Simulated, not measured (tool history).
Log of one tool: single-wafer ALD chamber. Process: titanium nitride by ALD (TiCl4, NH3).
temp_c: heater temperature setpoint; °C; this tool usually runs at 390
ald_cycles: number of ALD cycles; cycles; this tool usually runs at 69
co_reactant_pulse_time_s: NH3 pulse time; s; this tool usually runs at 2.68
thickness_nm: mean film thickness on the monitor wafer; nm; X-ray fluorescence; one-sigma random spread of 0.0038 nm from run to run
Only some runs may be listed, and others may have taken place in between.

| run | hour | temp_c | ald_cycles | co_reactant_pulse_time_s | wafers since the last listed run | hours since the last thermocouple change | hours since the showerhead was replaced | hours since the gauge calibration | read-back reference wafer on the same gauge, thickness_nm | thickness_nm |
|---|---|---|---|---|---|---|---|---|---|---|
| 1 | 0 | 390 | 69 | 2.68 | 0 | 1064.8 | 5702.2 | 370.6 | 1.792 | 1.496 |
| 2 | 21.9 | 390 | 69 | 2.68 | 66 | 1086.7 | 5724.1 | 392.5 | 1.791 | 1.497 |
| 3 | 30.7 | 390 | 69 | 2.68 | 26 | 1095.5 | 5732.9 | 401.3 | 1.792 | 1.496 |
| 4 | 48.4 | 390 | 69 | 2.68 | 53 | 1113.2 | 5750.6 | 419 | 1.792 | 1.492 |
| 5 | 65.1 | 390 | 69 | 2.68 | 50 | 1129.9 | 5767.3 | 435.7 | 1.791 | 1.494 |
|  | 71.9 | gauge calibrated |
| 6 | 74.8 | 390 | 61 | 2.68 | 29 | 1139.6 | 5777 | 2.9 | 1.816 | 1.344 |
| 7 | 96.7 | 390 | 61 | 2.68 | 66 | 1161.5 | 5798.9 | 24.8 | 1.814 | 1.336 |
| 8 | 103.4 | 390 | 69 | 2.68 | 20 | 1168.2 | 5805.6 | 31.5 | 1.81 | 1.515 |
| 9 | 116.4 | 401 | 69 | 2.68 | 39 | 1181.2 | 5818.6 | 44.5 | 1.81 | 1.523 |
| 10 | 123 | 398 | 69 | 2.68 | 19 | 1187.8 | 5825.2 | 51.1 | 1.808 | 1.517 |
| 11 | 133.8 | 390 | 69 | 2.68 | 32 | 1198.6 | 5836 | 61.9 | 1.806 | 1.502 |
| 12 | 142.6 | 390 | 69 | 2.68 | 26 | 1207.4 | 5844.8 | 70.7 | 1.805 | 1.507 |
| 13 | 149.8 | 390 | 69 | 2.68 | 21 | 1214.6 | 5852 | 77.9 | 1.803 | 1.508 |
|  | 164 | thermocouple changed; heater temperature recalibrated |
| 14 | 164.5 | 390 | 69 | 2.68 | 20 | 0.5 | 5866.7 | 92.6 | 1.802 | 1.502 |
| 15 | 173.9 | 390 | 69 | 2.68 | 28 | 9.9 | 5876.1 | 102 | 1.803 | 1.498 |
| 16 | 187.9 | 390 | 69 | 3.3 | 42 | 23.9 | 5890.1 | 116 | 1.799 | 1.509 |
| 17 | 205.8 | 390 | 69 | 2.68 | 54 | 41.8 | 5908 | 133.9 | 1.799 | 1.498 |
| 18 | 217.7 | 376 | 69 | 2.68 | 36 | 53.7 | 5919.9 | 145.8 | 1.797 | 1.483 |
| 19 | 230.4 | 384 | 61 | 3.46 | 38 | 66.4 | 5932.6 | 158.5 | 1.796 | 1.33 |
| 20 | 239.7 | 405 | 59 | 2.17 | 28 | 75.7 | 5941.9 | 167.8 | 1.795 | 1.29 |

Estimate the outcome of run 21 from the log above:
| 21 | 246.5 | 390 | 69 | 2.68 | 20 | 82.5 | 5948.7 | 174.6 | ? | ? |

Run 21 measured read-back reference wafer on the same gauge, thickness_nm 1.796, thickness_nm 1.497 nm.
The same run, on a tool lacking any hidden state, would have yielded thickness_nm 1.518 nm.
